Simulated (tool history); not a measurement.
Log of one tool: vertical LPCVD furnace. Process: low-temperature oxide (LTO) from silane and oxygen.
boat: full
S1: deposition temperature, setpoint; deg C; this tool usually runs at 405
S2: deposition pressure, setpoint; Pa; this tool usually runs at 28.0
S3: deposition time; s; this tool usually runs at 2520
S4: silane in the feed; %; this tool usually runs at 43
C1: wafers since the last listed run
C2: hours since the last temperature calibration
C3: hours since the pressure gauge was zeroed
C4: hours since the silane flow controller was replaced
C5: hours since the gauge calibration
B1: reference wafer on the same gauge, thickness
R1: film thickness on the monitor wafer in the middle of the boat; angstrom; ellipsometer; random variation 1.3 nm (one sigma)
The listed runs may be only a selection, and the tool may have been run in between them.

run 1 day=0.000 | S1=400 S2=24.0 S3=2520 S4=43 | C1=0 C2=1874.2 C3=2173.0 C4=3273.4 C5=192.1 | B1=390.15 | R1=3595.2
run 2 day=2.896 | S1=400 S2=24.0 S3=2520 S4=43 | C1=939 C2=1943.7 C3=2242.5 C4=3342.9 C5=261.6 | B1=390.05 | R1=3601.5
run 3 day=4.538 | S1=400 S2=24.0 S3=2520 S4=43 | C1=532 C2=1983.1 C3=2281.9 C4=3382.3 C5=301.0 | B1=389.90 | R1=3628.9
run 4 day=6.592 | S1=405 S2=28.0 S3=2520 S4=43 | C1=666 C2=2032.4 C3=2331.2 C4=3431.6 C5=350.3 | B1=389.85 | R1=4415.9
run 5 day=9.375 | S1=405 S2=24.7 S3=2520 S4=43 | C1=903 C2=2099.2 C3=2398.0 C4=3498.4 C5=417.1 | B1=390.39 | R1=3933.6
-- day=12.146 thermocouples replaced and temperature profile calibrated
run 6 day=12.167 | S1=405 S2=24.7 S3=2520 S4=43 | C1=581 C2=0.5 C3=2465.0 C4=3565.4 C5=484.1 | B1=390.03 | R1=3800.8
run 7 day=13.721 | S1=405 S2=24.7 S3=2520 S4=43 | C1=504 C2=37.8 C3=2502.3 C4=3602.7 C5=521.4 | B1=390.20 | R1=3835.3
-- day=13.879 gauge calibrated
run 8 day=15.588 | S1=405 S2=32.7 S3=2520 S4=48 | C1=605 C2=82.6 C3=2547.1 C4=3647.5 C5=41.0 | B1=389.88 | R1=5569.8
run 9 day=17.033 | S1=405 S2=32.7 S3=2520 S4=48 | C1=469 C2=117.3 C3=2581.8 C4=3682.2 C5=75.7 | B1=390.06 | R1=5606.7
run 10 day=19.154 | S1=405 S2=32.7 S3=2520 S4=48 | C1=688 C2=168.2 C3=2632.7 C4=3733.1 C5=126.6 | B1=389.89 | R1=5599.1
run 11 day=20.375 | S1=399 S2=25.3 S3=2520 S4=43 | C1=396 C2=197.5 C3=2662.0 C4=3762.4 C5=155.9 | B1=389.90 | R1=3698.8
-- day=23.333 silane flow controller replaced
run 12 day=23.354 | S1=405 S2=26.0 S3=2520 S4=43 | C1=642 C2=269.0 C3=2733.5 C4=0.5 C5=227.4 | B1=390.21 | R1=4027.0
-- day=26.333 pressure gauge zeroed
run 13 day=26.354 | S1=398 S2=28.0 S3=2520 S4=35 | C1=649 C2=341.0 C3=0.5 C4=72.5 C5=299.4 | B1=390.15 | R1=2993.9
run 14 day=27.633 | S1=396 S2=32.7 S3=2520 S4=43 | C1=415 C2=371.7 C3=31.2 C4=103.2 C5=330.1 | B1=389.74 | R1=4425.3
run 15 day=29.554 | S1=405 S2=24.0 S3=2520 S4=43 | C1=623 C2=417.8 C3=77.3 C4=149.3 C5=376.2 | B1=390.33 | R1=3566.1
run 16 day=31.862 | S1=415 S2=28.0 S3=2520 S4=36 | C1=749 C2=473.2 C3=132.7 C4=204.7 C5=431.6 | B1=390.22 | R1=3763.4
run 17 day=34.108 | S1=397 S2=33.3 S3=3060 S4=47 | C1=728 C2=527.1 C3=186.6 C4=258.6 C5=485.5 | B1=390.11 | R1=6050.4
run 18 day=35.825 | S1=405 S2=32.0 S3=2520 S4=43 | C1=557 C2=568.3 C3=227.8 C4=299.8 C5=526.7 | B1=389.99 | R1=4771.9
run 19 day=37.508 | S1=405 S2=28.0 S3=2520 S4=43 | C1=546 C2=608.7 C3=268.2 C4=340.2 C5=567.1 | B1=390.00 | R1=4145.0
run 20 day=39.438 | S1=405 S2=28.0 S3=2520 S4=43 | C1=626 C2=655.0 C3=314.5 C4=386.5 C5=613.4 | B1=390.04 | R1=4164.2

Forecast each of these 5 alternatives for the next run:
run A day=39.617 | S1=405 S2=28.0 S3=2520 S4=43 | C1=58 C2=659.3 C3=318.8 C4=390.8 C5=617.7 | B1=? | R1=?
run B day=39.617 | S1=395 S2=26.0 S3=1680 S4=50 | C1=58 C2=659.3 C3=318.8 C4=390.8 C5=617.7 | B1=? | R1=?
run C day=39.617 | S1=400 S2=24.7 S3=2220 S4=38 | C1=58 C2=659.3 C3=318.8 C4=390.8 C5=617.7 | B1=? | R1=?
run D day=39.617 | S1=405 S2=28.0 S3=3390 S4=43 | C1=58 C2=659.3 C3=318.8 C4=390.8 C5=617.7 | B1=? | R1=?
run E day=39.617 | S1=405 S2=34.0 S3=2520 S4=43 | C1=58 C2=659.3 C3=318.8 C4=390.8 C5=617.7 | B1=? | R1=?

run=A B1=389.70 R1=4177.2
run=B B1=389.70 R1=2694.1
run=C B1=389.70 R1=2658.1
run=D B1=389.70 R1=5619.3
run=E B1=389.70 R1=5073.0
What these runs would have given with no unlogged condition in the tool:
run=A R1=4163.7
run=B R1=2685.8
run=C R1=2649.2
run=D R1=5601.1
run=E R1=5055.9
